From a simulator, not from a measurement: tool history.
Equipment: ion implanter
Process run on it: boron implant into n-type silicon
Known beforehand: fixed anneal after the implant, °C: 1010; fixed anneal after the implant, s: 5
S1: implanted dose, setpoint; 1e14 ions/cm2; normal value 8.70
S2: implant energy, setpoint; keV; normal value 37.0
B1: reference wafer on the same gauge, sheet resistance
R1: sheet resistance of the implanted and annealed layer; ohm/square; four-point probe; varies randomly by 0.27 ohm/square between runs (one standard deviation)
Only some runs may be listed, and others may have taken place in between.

{"run": 1, "hour": 0.0, "S1": 10.35, "S2": 37.0, "B1": 116.95, "R1": 113.69}
{"run": 2, "hour": 89.8, "S1": 10.35, "S2": 37.0, "B1": 117.08, "R1": 113.45}
{"run": 3, "hour": 130.0, "S1": 10.35, "S2": 37.0, "B1": 117.06, "R1": 113.81}
{"run": 4, "hour": 173.8, "S1": 8.7, "S2": 37.0, "B1": 116.96, "R1": 130.81}
{"run": 5, "hour": 258.9, "S1": 8.7, "S2": 37.0, "B1": 117.09, "R1": 131.03}
{"run": 6, "hour": 356.9, "S1": 8.7, "S2": 37.0, "B1": 117.02, "R1": 131.1}
{"run": 7, "hour": 461.7, "S1": 8.7, "S2": 37.0, "B1": 117.02, "R1": 131.33}
{"hour": 522.9, "done": "Faraday cup replaced and dose calibrated"}
{"run": 8, "hour": 523.4, "S1": 8.7, "S2": 37.0, "B1": 117.1, "R1": 133.96}
{"run": 9, "hour": 582.3, "S1": 9.42, "S2": 37.0, "B1": 116.99, "R1": 125.63}
{"run": 10, "hour": 681.0, "S1": 9.42, "S2": 37.0, "B1": 116.96, "R1": 125.49}
{"run": 11, "hour": 779.6, "S1": 8.7, "S2": 37.0, "B1": 117.04, "R1": 133.73}
{"run": 12, "hour": 838.9, "S1": 8.7, "S2": 37.0, "B1": 116.99, "R1": 133.98}
{"run": 13, "hour": 911.1, "S1": 8.7, "S2": 37.0, "B1": 117.02, "R1": 134.03}
{"run": 14, "hour": 973.7, "S1": 8.7, "S2": 37.0, "B1": 116.89, "R1": 133.66}
{"hour": 1034.9, "done": "extraction supply calibrated"}
{"run": 15, "hour": 1064.3, "S1": 8.7, "S2": 37.0, "B1": 116.91, "R1": 134.42}
{"run": 16, "hour": 1137.4, "S1": 8.7, "S2": 37.0, "B1": 117.0, "R1": 134.45}
{"hour": 1201.8, "done": "gauge calibrated"}
{"run": 17, "hour": 1243.8, "S1": 8.7, "S2": 37.0, "B1": 117.04, "R1": 133.81}
{"hour": 1271.8, "done": "Faraday cup replaced and dose calibrated, repeated, since the last time left the tool worse"}
{"run": 18, "hour": 1282.2, "S1": 8.7, "S2": 37.0, "B1": 116.98, "R1": 130.63}
{"run": 19, "hour": 1323.6, "S1": 10.57, "S2": 41.5, "B1": 116.97, "R1": 110.88}
{"run": 20, "hour": 1419.6, "S1": 6.16, "S2": 42.0, "B1": 117.02, "R1": 171.24}
{"run": 21, "hour": 1459.7, "S1": 11.13, "S2": 45.5, "B1": 117.01, "R1": 106.06}
{"run": 22, "hour": 1555.9, "S1": 6.37, "S2": 47.0, "B1": 117.0, "R1": 165.53}
{"run": 23, "hour": 1616.8, "S1": 8.7, "S2": 31.5, "B1": 117.06, "R1": 131.38}
{"run": 24, "hour": 1720.4, "S1": 8.7, "S2": 37.0, "B1": 117.03, "R1": 130.51}
{"run": 25, "hour": 1822.6, "S1": 10.73, "S2": 46.5, "B1": 117.08, "R1": 109.53}
{"run": 26, "hour": 1958.4, "S1": 8.7, "S2": 37.0, "B1": 117.07, "R1": 130.16}
{"run": 27, "hour": 2032.3, "S1": 7.96, "S2": 42.5, "B1": 116.96, "R1": 139.54}
{"run": 28, "hour": 2134.6, "S1": 8.7, "S2": 37.0, "B1": 117.01, "R1": 131.15}
{"run": 29, "hour": 2203.2, "S1": 8.7, "S2": 37.0, "B1": 117.13, "R1": 131.16}
{"run": 30, "hour": 2269.7, "S1": 9.87, "S2": 42.5, "B1": 116.97, "R1": 117.94}
{"run": 31, "hour": 2345.4, "S1": 10.91, "S2": 31.5, "B1": 117.05, "R1": 110.55}
{"run": 32, "hour": 2442.7, "S1": 10.38, "S2": 37.0, "B1": 117.03, "R1": 114.03}
{"run": 33, "hour": 2487.1, "S1": 8.7, "S2": 37.0, "B1": 117.1, "R1": 131.51}
{"run": 34, "hour": 2589.4, "S1": 10.01, "S2": 33.5, "B1": 116.97, "R1": 118.25}
{"hour": 2632.0, "done": "Faraday cup replaced and dose calibrated"}
{"run": 35, "hour": 2655.8, "S1": 6.81, "S2": 33.0, "B1": 117.0, "R1": 160.35}
{"run": 36, "hour": 2698.7, "S1": 7.43, "S2": 47.5, "B1": 116.87, "R1": 145.39}
{"run": 37, "hour": 2793.3, "S1": 6.84, "S2": 24.5, "B1": 116.94, "R1": 163.11}

The tool's hidden state at each run:
deviation of the true energy from its setpoint, %: 0 in every run
gauge reads high (%): 0 in every run
H1: deviation of the true dose from the Faraday cup's reading, %
run=1 H1=-0.354
run=2 H1=-0.487
run=3 H1=-0.551
run=4 H1=-0.626
run=5 H1=-0.781
run=6 H1=-0.979
run=7 H1=-1.21
run=8 H1=-3.31
run=9 H1=-3.31
run=10 H1=-3.33
run=11 H1=-3.38
run=12 H1=-3.41
run=13 H1=-3.46
run=14 H1=-3.52
run=15 H1=-3.61
run=16 H1=-3.7
run=17 H1=-3.84
run=18 H1=0.0413
run=19 H1=0.0387
run=20 H1=0.0189
run=21 H1=0.00496
run=22 H1=-0.0419
run=23 H1=-0.0815
run=24 H1=-0.166
run=25 H1=-0.272
run=26 H1=-0.446
run=27 H1=-0.556
run=28 H1=-0.728
run=29 H1=-0.855
run=30 H1=-0.987
run=31 H1=-1.15
run=32 H1=-1.37
run=33 H1=-1.48
run=34 H1=-1.75
run=35 H1=0.337
run=36 H1=0.333
run=37 H1=0.311
